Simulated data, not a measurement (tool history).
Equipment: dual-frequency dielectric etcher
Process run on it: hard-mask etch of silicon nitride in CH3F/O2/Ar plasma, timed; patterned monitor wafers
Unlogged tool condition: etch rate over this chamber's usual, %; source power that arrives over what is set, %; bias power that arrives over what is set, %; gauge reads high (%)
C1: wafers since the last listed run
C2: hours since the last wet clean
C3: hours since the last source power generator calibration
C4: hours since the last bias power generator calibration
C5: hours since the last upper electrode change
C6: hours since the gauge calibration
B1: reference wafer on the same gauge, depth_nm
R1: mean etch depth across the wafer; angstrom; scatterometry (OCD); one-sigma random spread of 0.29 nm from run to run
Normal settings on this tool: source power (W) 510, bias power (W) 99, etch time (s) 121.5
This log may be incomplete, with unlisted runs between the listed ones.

{"run": 1, "day": 0.0, "source power (W)": 510, "bias power (W)": 79, "etch time (s)": 121.5, "C1": 0, "C2": 0.5, "C3": 2654.5, "C4": 2989.9, "C5": 3666.1, "C6": 1426.4, "B1": 81, "R1": 909}
{"run": 2, "day": 0.862, "source power (W)": 510, "bias power (W)": 99, "etch time (s)": 121.5, "C1": 190, "C2": 21.2, "C3": 2675.2, "C4": 3010.6, "C5": 3686.8, "C6": 1447.1, "B1": 81, "R1": 997}
{"run": 3, "day": 2.133, "source power (W)": 510, "bias power (W)": 99, "etch time (s)": 121.5, "C1": 280, "C2": 51.7, "C3": 2705.7, "C4": 3041.1, "C5": 3717.3, "C6": 1477.6, "B1": 81, "R1": 1007}
{"run": 4, "day": 11.067, "source power (W)": 510, "bias power (W)": 99, "etch time (s)": 121.5, "C1": 1971, "C2": 266.1, "C3": 2920.1, "C4": 3255.5, "C5": 3931.7, "C6": 1692, "B1": 80.9, "R1": 997}
{"run": 5, "day": 13.583, "source power (W)": 510, "bias power (W)": 99, "etch time (s)": 121.5, "C1": 555, "C2": 326.5, "C3": 2980.5, "C4": 3315.9, "C5": 3992.1, "C6": 1752.4, "B1": 81, "R1": 1002}
{"day": 15.558, "done": "wet clean of the chamber"}
{"run": 6, "day": 15.579, "source power (W)": 510, "bias power (W)": 99, "etch time (s)": 121.5, "C1": 219, "C2": 0.5, "C3": 3028.4, "C4": 3363.8, "C5": 4040, "C6": 1800.3, "B1": 81, "R1": 1001}
{"run": 7, "day": 16.875, "source power (W)": 420, "bias power (W)": 99, "etch time (s)": 121.5, "C1": 286, "C2": 31.6, "C3": 3059.5, "C4": 3394.9, "C5": 4071.1, "C6": 1831.4, "B1": 81.1, "R1": 953}
{"run": 8, "day": 18.662, "source power (W)": 480, "bias power (W)": 99, "etch time (s)": 121.5, "C1": 394, "C2": 74.5, "C3": 3102.4, "C4": 3437.8, "C5": 4114, "C6": 1874.3, "B1": 80.9, "R1": 983}
{"run": 9, "day": 20.362, "source power (W)": 480, "bias power (W)": 99, "etch time (s)": 121.5, "C1": 375, "C2": 115.3, "C3": 3143.2, "C4": 3478.6, "C5": 4154.8, "C6": 1915.1, "B1": 80.9, "R1": 987}
{"run": 10, "day": 21.417, "source power (W)": 440, "bias power (W)": 99, "etch time (s)": 98.5, "C1": 232, "C2": 140.6, "C3": 3168.5, "C4": 3503.9, "C5": 4180.1, "C6": 1940.4, "B1": 81, "R1": 781}
{"day": 22.579, "done": "gauge calibrated"}
{"run": 11, "day": 23.238, "source power (W)": 440, "bias power (W)": 99, "etch time (s)": 98.5, "C1": 401, "C2": 184.3, "C3": 3212.2, "C4": 3547.6, "C5": 4223.8, "C6": 15.8, "B1": 81.1, "R1": 782}
{"run": 12, "day": 24.367, "source power (W)": 440, "bias power (W)": 99, "etch time (s)": 98.5, "C1": 249, "C2": 211.4, "C3": 3239.3, "C4": 3574.7, "C5": 4250.9, "C6": 42.9, "B1": 81, "R1": 783}
{"day": 25.592, "done": "bias power generator calibrated"}
{"run": 13, "day": 26.117, "source power (W)": 510, "bias power (W)": 79, "etch time (s)": 121.5, "C1": 349, "C2": 253.4, "C3": 3281.3, "C4": 12.6, "C5": 4292.9, "C6": 84.9, "B1": 81, "R1": 913}
{"run": 14, "day": 28.408, "source power (W)": 510, "bias power (W)": 99, "etch time (s)": 100, "C1": 505, "C2": 308.4, "C3": 3336.3, "C4": 67.6, "C5": 4347.9, "C6": 139.9, "B1": 81, "R1": 824}
{"run": 15, "day": 30.012, "source power (W)": 620, "bias power (W)": 81, "etch time (s)": 137, "C1": 354, "C2": 346.9, "C3": 3374.8, "C4": 106.1, "C5": 4386.4, "C6": 178.4, "B1": 81, "R1": 1104}
{"day": 31.988, "done": "upper electrode replaced"}
{"run": 16, "day": 32.638, "source power (W)": 560, "bias power (W)": 77, "etch time (s)": 156, "C1": 358, "C2": 409.9, "C3": 3437.8, "C4": 169.1, "C5": 15.6, "C6": 241.4, "B1": 81.1, "R1": 1192}
{"day": 33.904, "done": "wet clean of the chamber"}
{"run": 17, "day": 33.921, "source power (W)": 620, "bias power (W)": 123, "etch time (s)": 101.5, "C1": 62, "C2": 0.4, "C3": 3468.6, "C4": 199.9, "C5": 46.4, "C6": 272.2, "B1": 80.9, "R1": 970}
{"run": 18, "day": 36.096, "source power (W)": 510, "bias power (W)": 85, "etch time (s)": 87, "C1": 480, "C2": 52.6, "C3": 3520.8, "C4": 252.1, "C5": 98.6, "C6": 324.4, "B1": 81, "R1": 671}
{"day": 36.883, "done": "source power generator calibrated"}
{"run": 19, "day": 38.396, "source power (W)": 510, "bias power (W)": 99, "etch time (s)": 121.5, "C1": 470, "C2": 107.8, "C3": 36.3, "C4": 307.3, "C5": 153.8, "C6": 379.6, "B1": 81.1, "R1": 1003}
{"run": 20, "day": 39.929, "source power (W)": 390, "bias power (W)": 110, "etch time (s)": 92.5, "C1": 338, "C2": 144.6, "C3": 73.1, "C4": 344.1, "C5": 190.6, "C6": 416.4, "B1": 81, "R1": 743}
{"run": 21, "day": 42.754, "source power (W)": 510, "bias power (W)": 99, "etch time (s)": 121.5, "C1": 623, "C2": 212.4, "C3": 140.9, "C4": 411.9, "C5": 258.4, "C6": 484.2, "B1": 80.9, "R1": 1001}
{"run": 22, "day": 48.633, "source power (W)": 510, "bias power (W)": 120, "etch time (s)": 131, "C1": 1297, "C2": 353.5, "C3": 282, "C4": 553, "C5": 399.5, "C6": 625.3, "B1": 81, "R1": 1173}
{"run": 23, "day": 49.996, "source power (W)": 510, "bias power (W)": 123, "etch time (s)": 110, "C1": 300, "C2": 386.2, "C3": 314.7, "C4": 585.7, "C5": 432.2, "C6": 658, "B1": 81.1, "R1": 989}
{"day": 52.908, "done": "wet clean of the chamber"}
{"run": 24, "day": 52.929, "source power (W)": 510, "bias power (W)": 82, "etch time (s)": 92, "C1": 426, "C2": 0.5, "C3": 385.1, "C4": 656.1, "C5": 502.6, "C6": 728.4, "B1": 81.1, "R1": 700}
{"run": 25, "day": 53.912, "source power (W)": 440, "bias power (W)": 121, "etch time (s)": 87, "C1": 217, "C2": 24.1, "C3": 408.7, "C4": 679.7, "C5": 526.2, "C6": 752, "B1": 81, "R1": 746}
{"run": 26, "day": 55.358, "source power (W)": 470, "bias power (W)": 99, "etch time (s)": 121.5, "C1": 319, "C2": 58.8, "C3": 443.4, "C4": 714.4, "C5": 560.9, "C6": 786.7, "B1": 80.9, "R1": 983}
{"run": 27, "day": 57.783, "source power (W)": 510, "bias power (W)": 99, "etch time (s)": 121.5, "C1": 535, "C2": 117, "C3": 501.6, "C4": 772.6, "C5": 619.1, "C6": 844.9, "B1": 81.1, "R1": 1001}
{"run": 28, "day": 60.525, "source power (W)": 410, "bias power (W)": 84, "etch time (s)": 90.5, "C1": 605, "C2": 182.8, "C3": 567.4, "C4": 838.4, "C5": 684.9, "C6": 910.7, "B1": 81.1, "R1": 661}
{"run": 29, "day": 62.329, "source power (W)": 510, "bias power (W)": 88, "etch time (s)": 107, "C1": 398, "C2": 226.1, "C3": 610.7, "C4": 881.7, "C5": 728.2, "C6": 954, "B1": 80.9, "R1": 839}

Predict each of these 5 candidate next runs independently; none follows another, all start after run 29:
{"run": "A", "day": 62.35, "source power (W)": 510, "bias power (W)": 120, "etch time (s)": 121.5, "C1": 4, "C2": 226.6, "C3": 611.2, "C4": 882.2, "C5": 728.7, "C6": 954.5, "B1": "?", "R1": "?"}
{"run": "B", "day": 62.35, "source power (W)": 510, "bias power (W)": 83, "etch time (s)": 121.5, "C1": 4, "C2": 226.6, "C3": 611.2, "C4": 882.2, "C5": 728.7, "C6": 954.5, "B1": "?", "R1": "?"}
{"run": "C", "day": 62.35, "source power (W)": 460, "bias power (W)": 99, "etch time (s)": 141, "C1": 4, "C2": 226.6, "C3": 611.2, "C4": 882.2, "C5": 728.7, "C6": 954.5, "B1": "?", "R1": "?"}
{"run": "D", "day": 62.35, "source power (W)": 450, "bias power (W)": 122, "etch time (s)": 121.5, "C1": 4, "C2": 226.6, "C3": 611.2, "C4": 882.2, "C5": 728.7, "C6": 954.5, "B1": "?", "R1": "?"}
{"run": "E", "day": 62.35, "source power (W)": 440, "bias power (W)": 83, "etch time (s)": 121.5, "C1": 4, "C2": 226.6, "C3": 611.2, "C4": 882.2, "C5": 728.7, "C6": 954.5, "B1": "?", "R1": "?"}

run=A B1=81 R1=1090
run=B B1=81 R1=933
run=C B1=81 R1=1134
run=D B1=81 R1=1062
run=E B1=81 R1=896
Had the tool no hidden state, the same runs would have come out as:
run=A R1=1090
run=B R1=933
run=C R1=1134
run=D R1=1062
run=E R1=896
